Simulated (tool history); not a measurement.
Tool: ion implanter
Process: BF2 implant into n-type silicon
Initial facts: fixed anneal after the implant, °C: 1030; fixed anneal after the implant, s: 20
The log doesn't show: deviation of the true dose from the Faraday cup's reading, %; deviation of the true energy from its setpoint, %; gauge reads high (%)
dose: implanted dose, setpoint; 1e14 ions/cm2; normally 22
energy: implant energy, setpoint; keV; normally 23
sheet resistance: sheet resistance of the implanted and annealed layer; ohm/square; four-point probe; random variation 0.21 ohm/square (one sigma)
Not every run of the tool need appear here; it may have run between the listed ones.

| run | hour | dose | energy | wafers since the last listed run | hours since the last dose calibration | hours since the extraction supply was calibrated | hours since the gauge calibration | read-back reference wafer on the same gauge, sheet resistance | sheet resistance |
|---|---|---|---|---|---|---|---|---|---|
| 1 | 0 | 22 | 23 | 0 | 974.5 | 2171.3 | 345.1 | 116.97 | 123.03 |
| 2 | 41.6 | 22 | 23 | 878 | 1016.1 | 2212.9 | 386.7 | 117.07 | 123.05 |
| 3 | 231.9 | 22 | 23 | 4020 | 1206.4 | 2403.2 | 577 | 117 | 123 |
| 4 | 258.7 | 22 | 23 | 566 | 1233.2 | 2430 | 603.8 | 117.01 | 123.09 |
| 5 | 308.2 | 19.83 | 23 | 1045 | 1282.7 | 2479.5 | 653.3 | 116.98 | 124.12 |
| 6 | 368.8 | 19.83 | 23 | 1280 | 1343.3 | 2540.1 | 713.9 | 117.01 | 124.37 |
|  | 396.5 | gauge calibrated |
| 7 | 411.5 | 17.7 | 23 | 902 | 1386 | 2582.8 | 15 | 117.01 | 126.29 |
| 8 | 440.5 | 25.11 | 23 | 612 | 1415 | 2611.8 | 44 | 117.02 | 121.85 |
| 9 | 479.4 | 25.11 | 23 | 821 | 1453.9 | 2650.7 | 82.9 | 117 | 122.02 |
| 10 | 517.6 | 19.2 | 23 | 807 | 1492.1 | 2688.9 | 121.1 | 117.03 | 125.12 |
| 11 | 572.2 | 22 | 17.5 | 1153 | 1546.7 | 2743.5 | 175.7 | 116.99 | 136.1 |
| 12 | 609.3 | 22 | 23 | 783 | 1583.8 | 2780.6 | 212.8 | 117 | 123.29 |
| 13 | 637.6 | 22 | 23 | 597 | 1612.1 | 2808.9 | 241.1 | 116.98 | 123.44 |
| 14 | 692.4 | 25.12 | 23 | 1157 | 1666.9 | 2863.7 | 295.9 | 117 | 122.36 |
| 15 | 737.1 | 25.12 | 23 | 944 | 1711.6 | 2908.4 | 340.6 | 116.98 | 122.51 |
| 16 | 782 | 25.12 | 23 | 948 | 1756.5 | 2953.3 | 385.5 | 116.97 | 122.29 |
| 17 | 834.5 | 22 | 23 | 1109 | 1809 | 3005.8 | 438 | 116.98 | 123.74 |
|  | 865.5 | Faraday cup replaced and dose calibrated |
| 18 | 876.2 | 22 | 23 | 712 | 10.7 | 3047.5 | 479.7 | 116.98 | 123.79 |
| 19 | 935.1 | 22 | 23 | 1244 | 69.6 | 3106.4 | 538.6 | 116.97 | 123.26 |
| 20 | 971 | 25.58 | 26.5 | 758 | 105.5 | 3142.3 | 574.5 | 116.95 | 115.48 |
| 21 | 1021.6 | 20.3 | 26 | 1069 | 156.1 | 3192.9 | 625.1 | 116.94 | 118.72 |
| 22 | 1073.5 | 19.63 | 25.5 | 1096 | 208 | 3244.8 | 677 | 116.96 | 120.19 |
| 23 | 1103.5 | 22 | 17 | 633 | 238 | 3274.8 | 707 | 116.98 | 137.81 |
| 24 | 1146.5 | 22 | 23 | 908 | 281 | 3317.8 | 750 | 117.04 | 123.93 |
|  | 1173.5 | extraction supply calibrated |
|  | 1185.2 | gauge calibrated |
| 25 | 1218.5 | 23.75 | 19 | 1352 | 353 | 45 | 33.3 | 117.01 | 130.07 |
| 26 | 1264.5 | 22 | 23 | 971 | 399 | 91 | 79.3 | 117.02 | 121.18 |
| 27 | 1308 | 28.02 | 29.5 | 919 | 442.5 | 134.5 | 122.8 | 116.94 | 108.3 |
| 28 | 1378.9 | 22 | 23 | 1497 | 513.4 | 205.4 | 193.7 | 117 | 122.19 |
| 29 | 1403.2 | 18.07 | 23 | 513 | 537.7 | 229.7 | 218 | 116.97 | 124.81 |
| 30 | 1474.5 | 25.46 | 23 | 1506 | 609 | 301 | 289.3 | 117 | 120.55 |
| 31 | 1541.9 | 18.27 | 16.5 | 1424 | 676.4 | 368.4 | 356.7 | 117.02 | 140.22 |
| 32 | 1611.2 | 18.94 | 27.5 | 1464 | 745.7 | 437.7 | 426 | 116.97 | 115.56 |
| 33 | 1650.9 | 22 | 31 | 838 | 785.4 | 477.4 | 465.7 | 117.02 | 108 |
| 34 | 1721.6 | 22 | 23 | 1493 | 856.1 | 548.1 | 536.4 | 116.97 | 122.38 |

Each row is a separate what-if for the run after 34, all from the same tool condition, not one after another. Results?
| A | 1722 | 18.23 | 23 | 8 | 856.5 | 548.5 | 536.8 | ? | ? |
| B | 1722 | 27.84 | 23 | 8 | 856.5 | 548.5 | 536.8 | ? | ? |
| C | 1722 | 27.99 | 28 | 8 | 856.5 | 548.5 | 536.8 | ? | ? |
| D | 1722 | 19.76 | 17.5 | 8 | 856.5 | 548.5 | 536.8 | ? | ? |

| run | read-back reference wafer on the same gauge, sheet resistance | sheet resistance |
|---|---|---|
| A | 117.04 | 124.38 |
| B | 117.04 | 119.96 |
| C | 117.04 | 110.69 |
| D | 117.04 | 135.97 |
With the hidden condition removed and each run's random variation left untouched, the same runs would have given:
| run | sheet resistance |
|---|---|
| A | 124.09 |
| B | 119.68 |
| C | 110.4 |
| D | 135.69 |

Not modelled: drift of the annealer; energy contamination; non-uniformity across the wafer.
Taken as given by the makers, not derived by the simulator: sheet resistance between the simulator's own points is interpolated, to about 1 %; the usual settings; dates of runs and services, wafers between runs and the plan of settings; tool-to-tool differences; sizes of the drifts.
